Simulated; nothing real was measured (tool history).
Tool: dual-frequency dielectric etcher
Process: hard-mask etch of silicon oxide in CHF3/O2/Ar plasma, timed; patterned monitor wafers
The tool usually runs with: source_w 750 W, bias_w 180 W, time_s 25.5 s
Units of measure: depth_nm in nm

run    hour  source_w  bias_w  time_s  wafers since the last listed run  hours since the last wet clean  hours since the last source power generator calibration  hours since the last bias power generator calibration  hours since the last upper electrode change  hours since the gauge calibration  read-back reference wafer on the same gauge, depth_nm  depth_nm
  1     0.0       750     180    25.5                                 0                            78.4                                                   2831.9                                                 1784.8                                       3233.7                              670.6                                                   49.3      50.0
  2    33.2       750     180    25.5                               510                           111.6                                                   2865.1                                                 1818.0                                       3266.9                              703.8                                                   49.3      49.7
  3    71.4       750     180    21.0                               587                           149.8                                                   2903.3                                                 1856.2                                       3305.1                              742.0                                                   49.2      40.9
  4   102.7       750     180    25.5                               481                           181.1                                                   2934.6                                                 1887.5                                       3336.4                              773.3                                                   49.3      49.4
  5   142.9       750     180    25.5                               618                           221.3                                                   2974.8                                                 1927.7                                       3376.6                              813.5                                                   49.3      49.2
  6   196.7       750     180    25.5                               827                           275.1                                                   3028.6                                                 1981.5                                       3430.4                              867.3                                                   49.3      49.2
      246.4  -- wet clean of the chamber
  7   265.1       750     180    25.5                               682                            18.7                                                   3097.0                                                 2049.9                                       3498.8                              935.7                                                   49.3      50.1
  8   311.4       750     180    25.5                               711                            65.0                                                   3143.3                                                 2096.2                                       3545.1                              982.0                                                   49.3      49.9
  9   379.4       750     180    25.5                              1045                           133.0                                                   3211.3                                                 2164.2                                       3613.1                             1050.0                                                   49.3      49.5
 10   435.0       750     180    25.5                               854                           188.6                                                   3266.9                                                 2219.8                                       3668.7                             1105.6                                                   49.3      49.5
      451.9  -- source power generator calibrated
 11   539.6       750     180    25.5                              1546                           293.2                                                     87.7                                                 2324.4                                       3773.3                             1210.2                                                   49.3      48.8
      589.1  -- wet clean of the chamber
 12   589.6       750     180    25.5                               399                             0.5                                                    137.7                                                 2374.4                                       3823.3                             1260.2                                                   49.3      50.3
      610.3  -- gauge calibrated
 13   610.6       750     180    25.5                               322                            21.5                                                    158.7                                                 2395.4                                       3844.3                                0.3                                                   49.3      50.3
      625.4  -- bias power generator calibrated
 14   646.8       750     180    25.5                               495                            57.7                                                    194.9                                                   21.4                                       3880.5                               36.5                                                   49.3      50.2
 15   709.1       840     211    25.5                               957                           120.0                                                    257.2                                                   83.7                                       3942.8                               98.8                                                   49.3      56.2
 16   773.4       750     180    25.5                               988                           184.3                                                    321.5                                                  148.0                                       4007.1                              163.1                                                   49.3      49.8
 17   803.2       750     180    25.5                               458                           214.1                                                    351.3                                                  177.8                                       4036.9                              192.9                                                   49.3      49.8
 18   870.4       690     167    25.5                              1033                           281.3                                                    418.5                                                  245.0                                       4104.1                              260.1                                                   49.3      45.7
 19   898.7       660     180    31.5                               435                           309.6                                                    446.8                                                  273.3                                       4132.4                              288.4                                                   49.3      56.8
      932.4  -- upper electrode replaced
      934.2  -- wet clean of the chamber
 20   934.7       750     180    25.5                               156                             0.5                                                    482.8                                                  309.3                                          2.3                              324.4                                                   49.3      50.2
 21   993.0       640     209    23.0                               896                            58.8                                                    541.1                                                  367.6                                         60.6                              382.7                                                   49.3      44.7
 22  1040.9       750     180    22.0                               736                           106.7                                                    589.0                                                  415.5                                        108.5                              430.6                                                   49.3      43.3
 23  1074.2       750     180    25.5                               512                           140.0                                                    622.3                                                  448.8                                        141.8                              463.9                                                   49.3      49.8
 24  1131.6       750     208    29.0                               882                           197.4                                                    679.7                                                  506.2                                        199.2                              521.3                                                   49.3      59.9
 25  1189.1       750     180    25.5                               884                           254.9                                                    737.2                                                  563.7                                        256.7                              578.8                                                   49.3      49.1
 26  1247.7       680     140    25.5                               900                           313.5                                                    795.8                                                  622.3                                        315.3                              637.4                                                   49.3      42.1
     1293.6  -- wet clean of the chamber
 27  1294.1       650     180    27.5                               344                             0.5                                                    842.2                                                  668.7                                        361.7                              683.8                                                   49.3      50.5
 28  1311.5       750     208    25.5                               267                            17.9                                                    859.6                                                  686.1                                        379.1                              701.2                                                   49.3      53.6

The tool's hidden state at each run:
source power that arrives over what is set, %: 0 at every run
bias power that arrives over what is set, %: 0 at every run
gauge reads high (%): 0 at every run
H1: etch rate over this chamber's usual, %
run       H1
  1   -0.682
  2   -0.957
  3    -1.27
  4    -1.53
  5    -1.87
  6    -2.31
  7   -0.391
  8   -0.775
  9    -1.34
 10     -1.8
 11    -2.67
 12     0.12
 13  -0.0543
 14   -0.355
 15   -0.871
 16     -1.4
 17    -1.65
 18    -2.21
 19    -2.44
 20   -0.154
 21   -0.638
 22    -1.04
 23    -1.31
 24    -1.79
 25    -2.26
 26    -2.75
 27    -0.32
 28   -0.464
